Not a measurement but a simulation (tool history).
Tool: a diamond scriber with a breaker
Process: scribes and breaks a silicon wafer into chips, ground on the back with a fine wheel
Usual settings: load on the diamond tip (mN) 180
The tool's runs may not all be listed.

run,hour,load on the diamond tip (mN),"incoming depth of the damage left on the back of the incoming wafer, um",depth of the median crack under the scribed line (nm),chips rejected at inspection after the break (%)
1,0,180,2.09,7980,2.33
2,8.4,180,1.62,8010,1.42
3,22.6,180,2.14,8040,2.18
4,34.4,180,2.58,8020,3.81
5,42.6,180,2.07,7960,2.42
6,50.6,180,2.94,7950,4.8
7,60.4,180,2.71,7860,4.28
8,76.6,180,2.35,7950,3.28
9,86,210,1.97,9030,2.23
10,93.2,201,2.4,8740,2.6
11,107.7,137,2.41,5980,17.18
# hour 113.9: load on the tip recalibrated
12,115.2,220,1.72,8480,1.34
13,131.6,180,1.69,7070,5.22
14,141.1,230,2.55,8830,2.9
15,161,180,2.12,7100,6.82
# hour 164.9: diamond tip replaced by a new one
16,175.9,180,1.76,8470,1.42
17,186.8,222,2.3,10190,5.96
18,202.5,207,2.31,9590,4.39
19,209.3,154,1.52,7260,3.62

Consider 3 possible next runs. They are alternatives, not a sequence: every one starts from the tool as it was left by run 19. What does each give?
A,210,180,1.78,?,?
B,210,195,1.78,?,?
C,210,204,1.78,?,?

run,depth of the median crack under the scribed line (nm),chips rejected at inspection after the break (%)
A,8390,1.46
B,9050,2.16
C,9440,3.06
With the hidden condition removed and each run's random variation left untouched, the same runs would have given:
run,depth of the median crack under the scribed line (nm),chips rejected at inspection after the break (%)
A,8280,1.47
B,8930,1.93
C,9300,2.72
